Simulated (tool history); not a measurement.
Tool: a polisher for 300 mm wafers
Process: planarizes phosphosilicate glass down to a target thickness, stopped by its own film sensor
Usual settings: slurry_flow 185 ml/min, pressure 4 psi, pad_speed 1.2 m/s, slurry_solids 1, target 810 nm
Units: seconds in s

run   hour  slurry_flow  pressure  pad_speed  slurry_solids  target  wafers since the last listed run  wafers polished on this pad  hours since the slurry nozzle was cleaned  hours since the head pressure was calibrated  hours since the slurry blender was calibrated  hours since the conditioning disc was replaced  incoming thickness of the incoming film, nm  seconds
  1      0          185         4       0.94              1     810                                 0                         1154                                      601.4                                         378.2                                           50.2                                           215.2                                       1516.7     87.6
      30.3  -- worn pad replaced by a new one
  2   30.8          185         4       0.94              1     810                               181                            3                                      632.2                                           409                                             81                                             246                                       1484.6     85.5
      47.2  -- conditioning disc replaced and pad reconditioned
  3   51.7          185         4       0.94              1     810                               127                          131                                      653.1                                         429.9                                          101.9                                             4.5                                       1493.8       81
  4   67.4          185         4        1.2              1     810                               106                          237                                      668.8                                         445.6                                          117.6                                            20.2                                       1469.6     64.1
  5   85.7          185         4        1.2              1     810                               123                          360                                      687.1                                         463.9                                          135.9                                            38.5                                       1494.7     66.7
  6   99.9          185         4        1.2              1     810                                95                          456                                      701.3                                         478.1                                          150.1                                            52.7                                       1515.6     69.1
  7  128.6          145         4        1.5              1     810                               194                          651                                        730                                         506.8                                          178.8                                            81.4                                       1484.9     58.1
  8    159          185         4        1.2              1     810                               205                          856                                      760.4                                         537.2                                          209.2                                           111.8                                       1486.8     67.6
  9  192.1          185         4        1.2              1     810                               223                         1080                                      793.5                                         570.3                                          242.3                                           144.9                                       1485.7       68
 10  210.5          185         4        1.2              1     810                               124                         1204                                      811.9                                         588.7                                          260.7                                           163.3                                       1502.3     71.1
     219.2  -- slurry nozzle cleaned
 11    235          185         4       1.04              1     810                               158                         1363                                       15.8                                         613.2                                          285.2                                           187.8                                       1491.3       79
 12  249.6          185         4        1.2           1.15     727                                98                         1462                                       30.4                                         627.8                                          299.8                                           202.4                                       1469.9     74.1
     254.7  -- worn pad replaced by a new one
 13    276          245       5.4        1.2           0.75     597                               151                          144                                       56.8                                         654.2                                          326.2                                           228.8                                       1481.3     78.8
 14  305.9          185         4        1.2              1     810                               202                          346                                       86.7                                         684.1                                          356.1                                           258.7                                       1485.3     72.1
     328.9  -- slurry blender recalibrated
 15  336.7          210         4        1.5            0.8     739                               194                          541                                      117.5                                         714.9                                            7.8                                           289.5                                         1498     75.8
     346.2  -- conditioning disc replaced and pad reconditioned
     357.8  -- head pressure recalibrated
 16  361.3          185         4        1.2              1     810                               139                          680                                      142.1                                           3.5                                           32.4                                            15.1                                       1502.6     63.2
 17  396.9          185       2.6        1.2           0.85     810                               240                          921                                      177.7                                          39.1                                             68                                            50.7                                       1513.6    102.3
 18  416.4          215         4        1.2              1     872                               131                         1052                                      197.2                                          58.6                                           87.5                                            70.2                                       1510.2     58.9
 19    441          215       4.8       1.02              1     888                               166                         1219                                      221.8                                          83.2                                          112.1                                            94.8                                       1493.2     55.8
 20  467.5          130       3.5        1.2           1.15     732                               179                         1398                                      248.3                                         109.7                                          138.6                                           121.3                                       1485.2     81.6
 21  490.9          185         4       0.78              1     810                               158                         1556                                      271.7                                         133.1                                            162                                           144.7                                       1465.3     88.9
     495.3  -- worn pad replaced by a new one
 22  509.4          140       4.4        1.2            0.9    1017                                98                           95                                      290.2                                         151.6                                          180.5                                           163.2                                       1482.9     46.1

4 ways to go on from here, each from the tool as it stands after run 22. What would each give?
  A  509.8          185         4        1.2              1     810                                 2                           98                                      290.6                                           152                                          180.9                                           163.6                                       1500.8        ?
  B  509.8          185       4.5        1.2            1.2     810                                 2                           98                                      290.6                                           152                                          180.9                                           163.6                                       1500.8        ?
  C  509.8          185         4        1.2              1    1000                                 2                           98                                      290.6                                           152                                          180.9                                           163.6                                       1500.8        ?
  D  509.8          185         4        1.2            1.2     590                                 2                           98                                      290.6                                           152                                          180.9                                           163.6                                       1500.8        ?

run  seconds
  A     67.6
  B     57.1
  C       49
  D     83.4
Without the tool's hidden state the same runs would have given:
run  seconds
  A     61.5
  B     51.8
  C     44.6
  D       76

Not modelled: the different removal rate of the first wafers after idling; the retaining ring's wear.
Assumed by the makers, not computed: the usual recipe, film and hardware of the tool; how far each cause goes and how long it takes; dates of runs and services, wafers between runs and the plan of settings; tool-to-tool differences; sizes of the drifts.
